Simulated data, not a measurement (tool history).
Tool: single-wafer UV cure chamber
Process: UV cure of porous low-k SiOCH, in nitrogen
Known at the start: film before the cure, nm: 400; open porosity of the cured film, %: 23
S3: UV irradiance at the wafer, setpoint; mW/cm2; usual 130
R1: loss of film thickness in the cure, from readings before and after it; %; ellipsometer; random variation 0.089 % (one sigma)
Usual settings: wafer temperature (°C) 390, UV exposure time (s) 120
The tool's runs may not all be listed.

run 1 hour=0 | wafer_temperature_(°C)=390 UV_exposure_time_(s)=120 S3=152 | R1=11.022
run 2 hour=16.1 | wafer_temperature_(°C)=390 UV_exposure_time_(s)=120 S3=152 | R1=11.057
run 3 hour=22.2 | wafer_temperature_(°C)=390 UV_exposure_time_(s)=120 S3=152 | R1=10.947
run 4 hour=34 | wafer_temperature_(°C)=390 UV_exposure_time_(s)=120 S3=130 | R1=10.214
run 5 hour=44.1 | wafer_temperature_(°C)=390 UV_exposure_time_(s)=120 S3=130 | R1=10.271
run 6 hour=54.2 | wafer_temperature_(°C)=390 UV_exposure_time_(s)=120 S3=130 | R1=10.319
run 7 hour=61.8 | wafer_temperature_(°C)=390 UV_exposure_time_(s)=120 S3=130 | R1=10.337
run 8 hour=77.6 | wafer_temperature_(°C)=390 UV_exposure_time_(s)=120 S3=130 | R1=10.41
run 9 hour=84.7 | wafer_temperature_(°C)=390 UV_exposure_time_(s)=120 S3=130 | R1=10.338
run 10 hour=102.7 | wafer_temperature_(°C)=390 UV_exposure_time_(s)=120 S3=130 | R1=10.318
run 11 hour=116.3 | wafer_temperature_(°C)=390 UV_exposure_time_(s)=65 S3=130 | R1=7.512
run 12 hour=129.6 | wafer_temperature_(°C)=390 UV_exposure_time_(s)=120 S3=130 | R1=10.356
run 13 hour=150.9 | wafer_temperature_(°C)=377 UV_exposure_time_(s)=55 S3=117 | R1=6.176
run 14 hour=158.8 | wafer_temperature_(°C)=400 UV_exposure_time_(s)=100 S3=163 | R1=10.502
run 15 hour=172.4 | wafer_temperature_(°C)=375 UV_exposure_time_(s)=100 S3=103 | R1=8.237
run 16 hour=179.5 | wafer_temperature_(°C)=390 UV_exposure_time_(s)=185 S3=130 | R1=12.377
run 17 hour=193.1 | wafer_temperature_(°C)=390 UV_exposure_time_(s)=120 S3=130 | R1=10.345
run 18 hour=200.5 | wafer_temperature_(°C)=371 UV_exposure_time_(s)=65 S3=114 | R1=6.7
run 19 hour=211.6 | wafer_temperature_(°C)=400 UV_exposure_time_(s)=50 S3=155 | R1=7.371
run 20 hour=229.6 | wafer_temperature_(°C)=390 UV_exposure_time_(s)=120 S3=158 | R1=11.196
run 21 hour=235.6 | wafer_temperature_(°C)=371 UV_exposure_time_(s)=170 S3=130 | R1=11.571

Not shown: 2 entries that the log had between the listed runs. Between which runs, and how does the tool's hidden state differ before and after?
Between runs 9 and 10: quartz window cleaned (hour 92.7)
  no hidden state differs between the two runs
Between runs 14 and 15: UV bulbs replaced (hour 171.9)
  no hidden state differs between the two runs
